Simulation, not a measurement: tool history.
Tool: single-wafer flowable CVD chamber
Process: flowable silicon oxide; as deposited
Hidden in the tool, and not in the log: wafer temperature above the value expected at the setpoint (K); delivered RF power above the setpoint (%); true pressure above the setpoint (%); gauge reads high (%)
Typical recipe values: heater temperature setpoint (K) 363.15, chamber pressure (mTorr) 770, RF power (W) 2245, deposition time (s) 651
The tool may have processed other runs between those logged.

| run | hour | heater temperature setpoint (K) | chamber pressure (mTorr) | RF power (W) | deposition time (s) | wafers since the last listed run | hours since the last thermocouple change | hours since the last RF generator calibration | hours since the last manometer calibration | hours since the showerhead was replaced | hours since the gauge calibration | read-back reference wafer on the same gauge, thickness_nm | mean film thickness on the monitor wafer (Å) |
|---|---|---|---|---|---|---|---|---|---|---|---|---|---|
| 1 | 0.0 | 363.15 | 770 | 2245 | 651 | 0 | 2712.7 | 1071.8 | 166.1 | 2741.2 | 1371.3 | 464.937 | 5329.47 |
| 2 | 43.8 | 363.15 | 827 | 2245 | 651 | 144 | 2756.5 | 1115.6 | 209.9 | 2785.0 | 1415.1 | 465.071 | 5697.41 |
| 3 | 127.0 | 363.15 | 770 | 2245 | 651 | 274 | 2839.7 | 1198.8 | 293.1 | 2868.2 | 1498.3 | 465.034 | 5318.61 |
| 4 | 207.9 | 363.15 | 770 | 2245 | 651 | 266 | 2920.6 | 1279.7 | 374.0 | 2949.1 | 1579.2 | 465.183 | 5313.73 |
|  | 245.2 | thermocouple changed; heater temperature recalibrated |
| 5 | 291.9 | 358.15 | 835 | 2245 | 651 | 250 | 46.7 | 1363.7 | 458.0 | 3033.1 | 1663.2 | 464.847 | 6815.05 |
| 6 | 352.1 | 363.15 | 770 | 2485 | 651 | 198 | 106.9 | 1423.9 | 518.2 | 3093.3 | 1723.4 | 464.985 | 5354.38 |
| 7 | 403.4 | 363.15 | 770 | 2245 | 590 | 169 | 158.2 | 1475.2 | 569.5 | 3144.6 | 1774.7 | 464.994 | 4804.34 |
| 8 | 460.1 | 363.15 | 770 | 2245 | 651 | 186 | 214.9 | 1531.9 | 626.2 | 3201.3 | 1831.4 | 465.167 | 5307.52 |
|  | 491.2 | showerhead replaced |
| 9 | 534.5 | 363.15 | 770 | 2640 | 752 | 218 | 289.3 | 1606.3 | 700.6 | 43.3 | 1905.8 | 464.945 | 6221.94 |
| 10 | 595.5 | 360.15 | 659 | 2245 | 651 | 201 | 350.3 | 1667.3 | 761.6 | 104.3 | 1966.8 | 464.925 | 4996.16 |
|  | 622.8 | RF generator calibrated |
| 11 | 660.8 | 374.15 | 770 | 2245 | 651 | 188 | 415.6 | 38.0 | 826.9 | 169.6 | 2032.1 | 464.908 | 3473.48 |
| 12 | 701.6 | 363.15 | 770 | 2245 | 651 | 134 | 456.4 | 78.8 | 867.7 | 210.4 | 2072.9 | 464.961 | 5287.50 |
|  | 711.4 | gauge calibrated |
| 13 | 791.2 | 363.15 | 770 | 2245 | 651 | 295 | 546.0 | 168.4 | 957.3 | 300.0 | 79.8 | 464.954 | 5273.81 |
| 14 | 844.6 | 363.15 | 587 | 2245 | 651 | 176 | 599.4 | 221.8 | 1010.7 | 353.4 | 133.2 | 465.142 | 4022.90 |
| 15 | 900.1 | 363.15 | 770 | 2000 | 651 | 183 | 654.9 | 277.3 | 1066.2 | 408.9 | 188.7 | 464.963 | 5185.01 |
| 16 | 964.5 | 373.15 | 645 | 1900 | 586 | 212 | 719.3 | 341.7 | 1130.6 | 473.3 | 253.1 | 464.910 | 2636.03 |
|  | 1146.6 | capacitance manometer re-zeroed and calibrated |
| 17 | 1155.9 | 351.15 | 854 | 2245 | 651 | 604 | 910.7 | 533.1 | 9.3 | 664.7 | 444.5 | 465.037 | 8748.96 |
| 18 | 1260.4 | 356.15 | 770 | 2125 | 651 | 344 | 1015.2 | 637.6 | 113.8 | 769.2 | 549.0 | 464.786 | 6693.56 |
| 19 | 1364.2 | 363.15 | 770 | 2245 | 541 | 342 | 1119.0 | 741.4 | 217.6 | 873.0 | 652.8 | 465.292 | 4428.20 |
| 20 | 1452.7 | 363.15 | 770 | 2245 | 651 | 291 | 1207.5 | 829.9 | 306.1 | 961.5 | 741.3 | 464.958 | 5309.39 |
| 21 | 1533.1 | 355.15 | 610 | 2245 | 686 | 265 | 1287.9 | 910.3 | 386.5 | 1041.9 | 821.7 | 464.959 | 5819.55 |
| 22 | 1569.4 | 371.15 | 843 | 2510 | 779 | 119 | 1324.2 | 946.6 | 422.8 | 1078.2 | 858.0 | 464.914 | 5218.18 |
| 23 | 1633.6 | 363.15 | 770 | 1935 | 596 | 211 | 1388.4 | 1010.8 | 487.0 | 1142.4 | 922.2 | 465.093 | 4758.06 |
| 24 | 1698.3 | 363.15 | 708 | 2245 | 547 | 213 | 1453.1 | 1075.5 | 551.7 | 1207.1 | 986.9 | 464.962 | 4121.81 |
| 25 | 1771.3 | 363.15 | 661 | 2470 | 651 | 240 | 1526.1 | 1148.5 | 624.7 | 1280.1 | 1059.9 | 465.061 | 4603.73 |
| 26 | 1868.5 | 363.15 | 770 | 2245 | 742 | 320 | 1623.3 | 1245.7 | 721.9 | 1377.3 | 1157.1 | 464.944 | 6054.30 |
| 27 | 1932.0 | 363.15 | 770 | 2245 | 651 | 209 | 1686.8 | 1309.2 | 785.4 | 1440.8 | 1220.6 | 464.859 | 5287.04 |

Run-by-run hidden state of the tool:
wafer temperature above the value expected at the setpoint (K): 0 at every run
delivered RF power above the setpoint (%): 0 at every run
gauge reads high (%): 0 at every run
H1: true pressure above the setpoint (%)
| run | H1 |
|---|---|
| 1 | -0.0271 |
| 2 | -0.0444 |
| 3 | -0.0884 |
| 4 | -0.145 |
| 5 | -0.219 |
| 6 | -0.281 |
| 7 | -0.339 |
| 8 | -0.411 |
| 9 | -0.515 |
| 10 | -0.608 |
| 11 | -0.718 |
| 12 | -0.79 |
| 13 | -0.962 |
| 14 | -1.07 |
| 15 | -1.19 |
| 16 | -1.34 |
| 17 | 0.0757 |
| 18 | 0.0622 |
| 19 | 0.026 |
| 20 | -0.0228 |
| 21 | -0.0814 |
| 22 | -0.112 |
| 23 | -0.174 |
| 24 | -0.245 |
| 25 | -0.335 |
| 26 | -0.473 |
| 27 | -0.573 |

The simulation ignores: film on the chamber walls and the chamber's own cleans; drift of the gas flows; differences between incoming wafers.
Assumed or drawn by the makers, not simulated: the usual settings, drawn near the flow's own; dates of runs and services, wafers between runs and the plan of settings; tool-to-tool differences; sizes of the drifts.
